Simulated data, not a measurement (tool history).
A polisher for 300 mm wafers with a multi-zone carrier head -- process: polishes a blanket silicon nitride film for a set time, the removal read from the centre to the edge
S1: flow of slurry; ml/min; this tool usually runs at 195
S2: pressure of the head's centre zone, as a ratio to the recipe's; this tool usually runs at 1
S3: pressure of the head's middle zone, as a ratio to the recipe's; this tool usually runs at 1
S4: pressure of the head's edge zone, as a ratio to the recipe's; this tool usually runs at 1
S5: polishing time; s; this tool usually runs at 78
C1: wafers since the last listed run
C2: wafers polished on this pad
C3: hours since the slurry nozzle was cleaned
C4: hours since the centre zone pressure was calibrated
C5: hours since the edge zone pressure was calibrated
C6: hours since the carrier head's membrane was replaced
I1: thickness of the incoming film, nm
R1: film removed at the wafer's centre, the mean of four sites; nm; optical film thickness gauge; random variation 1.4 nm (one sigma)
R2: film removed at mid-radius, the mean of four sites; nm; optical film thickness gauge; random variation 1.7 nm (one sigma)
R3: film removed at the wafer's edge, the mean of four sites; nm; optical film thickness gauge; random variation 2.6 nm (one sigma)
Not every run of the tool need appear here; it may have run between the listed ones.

run 1 hour=0 | S1=195 S2=1 S3=1 S4=1 S5=78 | C1=0 C2=1516 C3=577.7 C4=105 C5=392.1 C6=1554.7 | I1=822.3 | R1=180 R2=181.1 R3=174.9
-- hour=50.7 carrier head's membrane replaced by a new one
run 2 hour=55 | S1=195 S2=1 S3=1 S4=0.92 S5=56 | C1=303 C2=1819 C3=632.7 C4=160 C5=447.1 C6=4.3 | I1=811.2 | R1=130.3 R2=130 R3=120.7
run 3 hour=141.3 | S1=195 S2=1 S3=1.09 S4=1.09 S5=78 | C1=523 C2=2343 C3=719 C4=246.3 C5=533.4 C6=90.6 | I1=799 | R1=180.7 R2=200.7 R3=182.9
run 4 hour=192.7 | S1=160 S2=1 S3=0.97 S4=1 S5=91 | C1=311 C2=2655 C3=770.4 C4=297.7 C5=584.8 C6=142 | I1=798.1 | R1=203.5 R2=199.9 R3=194.7
run 5 hour=297.1 | S1=225 S2=1.1 S3=0.91 S4=1 S5=78 | C1=633 C2=3288 C3=874.8 C4=402.1 C5=689.2 C6=246.4 | I1=815.4 | R1=205.9 R2=171.8 R3=174.7
-- hour=323.9 slurry nozzle cleaned
run 6 hour=337.4 | S1=195 S2=0.97 S3=1 S4=1 S5=58 | C1=238 C2=3527 C3=13.5 C4=442.4 C5=729.5 C6=286.7 | I1=802.9 | R1=129.1 R2=137.1 R3=131.3
run 7 hour=392.9 | S1=195 S2=0.9 S3=1 S4=1 S5=78 | C1=336 C2=3864 C3=69 C4=497.9 C5=785 C6=342.2 | I1=827.5 | R1=163.7 R2=179.9 R3=180.3
run 8 hour=440.5 | S1=195 S2=1 S3=1 S4=1 S5=78 | C1=288 C2=4152 C3=116.6 C4=545.5 C5=832.6 C6=389.8 | I1=809.6 | R1=180.8 R2=179.9 R3=173.3
run 9 hour=526.2 | S1=245 S2=1.03 S3=0.94 S4=0.96 S5=78 | C1=520 C2=4673 C3=202.3 C4=631.2 C5=918.3 C6=475.5 | I1=811.4 | R1=192.4 R2=178.3 R3=173.2
-- hour=575.5 worn pad replaced by a new one
run 10 hour=581.6 | S1=195 S2=0.94 S3=1.04 S4=1 S5=89 | C1=311 C2=37 C3=257.7 C4=686.6 C5=973.7 C6=530.9 | I1=813.2 | R1=193.2 R2=216.4 R3=198.4
run 11 hour=684.6 | S1=195 S2=1.09 S3=0.94 S4=1 S5=55 | C1=625 C2=662 C3=360.7 C4=789.6 C5=1076.7 C6=633.9 | I1=805.3 | R1=137.6 R2=121.1 R3=124.2
run 12 hour=745.1 | S1=155 S2=1 S3=1.04 S4=1 S5=58 | C1=367 C2=1029 C3=421.2 C4=850.1 C5=1137.2 C6=694.4 | I1=804.9 | R1=130.8 R2=138.4 R3=129.6
-- hour=819.2 centre zone pressure recalibrated
run 13 hour=825.7 | S1=195 S2=1 S3=1.09 S4=1.09 S5=78 | C1=477 C2=1506 C3=501.8 C4=6.5 C5=1217.8 C6=775 | I1=796.8 | R1=181.5 R2=197.1 R3=184.2
-- hour=880.5 edge zone pressure recalibrated
run 14 hour=884.9 | S1=170 S2=1 S3=0.95 S4=1 S5=78 | C1=347 C2=1853 C3=561 C4=65.7 C5=4.4 C6=834.2 | I1=812.8 | R1=180.2 R2=172.4 R3=178.7
run 15 hour=954.7 | S1=195 S2=0.9 S3=0.94 S4=1.1 S5=99 | C1=423 C2=2277 C3=630.8 C4=135.5 C5=74.2 C6=904 | I1=804.5 | R1=205.8 R2=219.5 R3=236.3
run 16 hour=1033.5 | S1=195 S2=1 S3=1.05 S4=0.91 S5=78 | C1=478 C2=2755 C3=709.6 C4=214.3 C5=153 C6=982.8 | I1=821.2 | R1=180 R2=190.2 R3=174.8
run 17 hour=1131.4 | S1=170 S2=1 S3=1 S4=1.08 S5=78 | C1=594 C2=3349 C3=807.5 C4=312.2 C5=250.9 C6=1080.7 | I1=812.9 | R1=175.9 R2=179.4 R3=180.5
run 18 hour=1198.7 | S1=160 S2=1 S3=1 S4=0.94 S5=78 | C1=408 C2=3757 C3=874.8 C4=379.5 C5=318.2 C6=1148 | I1=815.9 | R1=174.2 R2=177.7 R3=168.8
-- hour=1250.8 slurry nozzle cleaned
run 19 hour=1294.3 | S1=195 S2=1.11 S3=1 S4=1 S5=78 | C1=574 C2=4331 C3=43.5 C4=475.1 C5=413.8 C6=1243.6 | I1=817.6 | R1=202.2 R2=183.5 R3=175.7
-- hour=1317.9 worn pad replaced by a new one
run 20 hour=1390.5 | S1=140 S2=1 S3=1.05 S4=1 S5=78 | C1=559 C2=440 C3=139.7 C4=571.3 C5=510 C6=1339.8 | I1=817.9 | R1=171.9 R2=181.7 R3=173.7
run 21 hour=1495.6 | S1=260 S2=1 S3=1.12 S4=1.06 S5=90 | C1=637 C2=1078 C3=244.8 C4=676.4 C5=615.1 C6=1444.9 | I1=816.7 | R1=217.7 R2=240.2 R3=211.8
run 22 hour=1532.6 | S1=195 S2=1 S3=1 S4=1.05 S5=78 | C1=224 C2=1302 C3=281.8 C4=713.4 C5=652.1 C6=1481.9 | I1=813.8 | R1=179.5 R2=185.2 R3=178
-- hour=1797.6 centre zone pressure recalibrated
-- hour=1827.7 carrier head's membrane replaced by a new one
run 23 hour=1854.5 | S1=195 S2=1 S3=1.03 S4=1 S5=72 | C1=1911 C2=3213 C3=603.7 C4=56.9 C5=974 C6=26.8 | I1=808.4 | R1=167.8 R2=175.9 R3=161

3 options for the next run, each taken on its own from the tool as it stands now. Forecast them:
run A hour=1854.9 | S1=195 S2=1 S3=1 S4=1 S5=78 | C1=2 C2=3216 C3=604.1 C4=57.3 C5=974.4 C6=27.2 | I1=812.9 | R1=? R2=? R3=?
run B hour=1854.9 | S1=165 S2=1 S3=1.07 S4=0.96 S5=102 | C1=2 C2=3216 C3=604.1 C4=57.3 C5=974.4 C6=27.2 | I1=812.9 | R1=? R2=? R3=?
run C hour=1854.9 | S1=195 S2=1.11 S3=1 S4=1.1 S5=78 | C1=2 C2=3216 C3=604.1 C4=57.3 C5=974.4 C6=27.2 | I1=812.9 | R1=? R2=? R3=?

run=A R1=180.4 R2=182.8 R3=180.1
run=B R1=230.2 R2=247.7 R3=227.1
run=C R1=200.3 R2=182.7 R3=188.5
What these runs would have given with no unlogged condition in the tool:
run=A R1=180.4 R2=182.8 R3=180.1
run=B R1=230.2 R2=247.7 R3=227.1
run=C R1=200.3 R2=182.7 R3=188.5
